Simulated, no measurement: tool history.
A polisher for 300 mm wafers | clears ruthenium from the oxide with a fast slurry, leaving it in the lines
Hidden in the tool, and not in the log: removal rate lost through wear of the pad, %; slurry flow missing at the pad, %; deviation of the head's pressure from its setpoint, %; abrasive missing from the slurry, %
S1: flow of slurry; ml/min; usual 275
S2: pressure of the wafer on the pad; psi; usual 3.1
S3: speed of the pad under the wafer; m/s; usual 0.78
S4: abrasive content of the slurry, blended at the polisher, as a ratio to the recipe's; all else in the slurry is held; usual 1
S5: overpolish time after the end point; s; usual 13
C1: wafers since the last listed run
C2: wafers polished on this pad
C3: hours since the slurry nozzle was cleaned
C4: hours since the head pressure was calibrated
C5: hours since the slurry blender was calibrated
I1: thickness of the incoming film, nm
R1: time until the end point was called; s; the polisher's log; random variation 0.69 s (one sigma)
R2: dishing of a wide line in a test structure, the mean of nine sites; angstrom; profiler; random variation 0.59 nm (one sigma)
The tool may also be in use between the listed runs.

run	hour	S1	S2	S3	S4	S5	C1	C2	C3	C4	C5	I1	R1	R2
1	0	340	3.1	0.78	1	13	0	699	655	1263.4	216	187.5	52.3	342
2	9.1	275	3.1	0.78	1	13	60	759	664.1	1272.5	225.1	187	52.4	348
# hour 17.8: slurry nozzle cleaned
# hour 17.9: worn pad replaced by a new one
3	22.2	275	3.1	0.78	1	13	79	28	4.4	1285.6	238.2	187.1	52.8	337
4	39.5	275	3.1	0.78	1	13	114	142	21.7	1302.9	255.5	188.9	54.2	333
5	54	210	3.1	0.78	1	13	95	238	36.2	1317.4	270	188.6	55.1	325
6	71.7	275	3.1	0.78	1.3	13	117	355	53.9	1335.1	287.7	191.9	49	365
7	79.7	275	3.7	0.9	1	13	52	408	61.9	1343.1	295.7	190.5	41.3	433
8	87.3	275	3.1	0.78	1	13	50	458	69.5	1350.7	303.3	190	53.7	342
9	101.4	250	3.1	1	1.3	9	93	551	83.6	1364.8	317.4	188.3	40.6	311
10	112.5	275	3.1	0.78	1	13	73	625	94.7	1375.9	328.5	192.1	55.3	334
11	123.2	190	3.9	0.54	1.25	13	70	696	105.4	1386.6	339.2	187.5	53.6	348
12	141	275	3.1	0.78	1	13	117	813	123.2	1404.4	357	190.5	55.2	340
13	148.9	190	3.1	0.78	1	13	52	866	131.1	1412.3	364.9	187.5	56.8	320
# hour 153.9: worn pad replaced by a new one
14	157.7	275	3.1	0.78	1	20	31	24	139.9	1421.1	373.7	186.8	54.7	468
15	167.4	275	3.1	0.78	1	5	64	88	149.6	1430.8	383.4	191.8	56.7	145
# hour 194.3: head pressure recalibrated
16	212.4	275	2.3	0.78	1	18	284	373	194.6	18.1	428.4	189.9	78.7	331
17	223.4	275	3.1	0.78	1	13	72	446	205.6	29.1	439.4	192.4	57.5	326
# hour 233.8: slurry blender recalibrated
18	237.7	275	2.2	0.7	1	13	81	527	219.9	43.4	3.9	186.9	79.5	234
19	253.9	275	4.1	0.78	1	5	107	634	236.1	59.6	20.1	190.6	40.6	195
# hour 260.6: worn pad replaced by a new one
20	264.4	275	2.3	0.78	0.85	13	42	25	246.6	70.1	30.6	189.8	77.3	249
21	278.3	250	4.1	0.78	1	13	91	117	260.5	84	44.5	189.7	40.6	421
22	288.9	275	3.1	0.58	0.85	15	70	187	271.1	94.6	55.1	190.3	72.4	301
23	306.8	345	4.2	0.78	1	13	118	305	289	112.5	73	186.2	38	465
24	320.1	275	3.1	0.86	0.85	13	87	393	302.3	125.8	86.3	192.1	53.8	345
25	332.1	275	3.1	0.54	1	13	79	473	314.3	137.8	98.3	187	68.1	270
26	345.8	245	3.7	0.78	1	13	90	563	328	151.5	112	190.5	45.8	400
27	360.7	275	3.1	0.78	1	13	98	662	342.9	166.4	126.9	192.6	53.3	332
28	373.4	275	3.1	0.78	1	13	83	746	355.6	179.1	139.6	190.1	54.6	345
29	386.8	275	3.1	0.78	1	13	88	834	369	192.5	153	191.2	53.5	340
# hour 394.4: worn pad replaced by a new one
30	401.5	315	3.1	0.78	1	7	70	47	383.7	207.2	167.7	190.9	52.4	202

Hidden state at the last listed run before each entry between runs and at the first one after, where it differs:
Between runs 2 and 3: slurry nozzle cleaned (hour 17.8); worn pad replaced by a new one (hour 17.9)
  abrasive missing from the slurry, %: 4.65 -> 5.1
  measured less the result without the state, R1: +1.1 -> +1.3 s; R2: -6 -> -7 angstrom
Between runs 13 and 14: worn pad replaced by a new one (hour 153.9)
  abrasive missing from the slurry, %: 10.8 -> 11.2
  measured less the result without the state, R1: +2.9 -> +3 s; R2: -15 -> -21 angstrom
Between runs 15 and 16: head pressure recalibrated (hour 194.3)
  abrasive missing from the slurry, %: 11.8 -> 14.5
  measured less the result without the state, R1: +3.2 -> +5.6 s; R2: -8 -> -21 angstrom
Between runs 17 and 18: slurry blender recalibrated (hour 233.8)
  abrasive missing from the slurry, %: 15.2 -> 1.89
  measured less the result without the state, R1: +4.3 -> +0.7 s; R2: -22 -> -1 angstrom
Between runs 19 and 20: worn pad replaced by a new one (hour 260.6)
  abrasive missing from the slurry, %: 1.91 -> 1.95
  measured less the result without the state, R1: +0.4 -> +0.7 s; R2: -2 -> -2 angstrom
Between runs 29 and 30: worn pad replaced by a new one (hour 394.4)
  abrasive missing from the slurry, %: 3.62 -> 3.96
  measured less the result without the state, R1: +0.9 -> +1 s; R2: -5 -> -3 angstrom
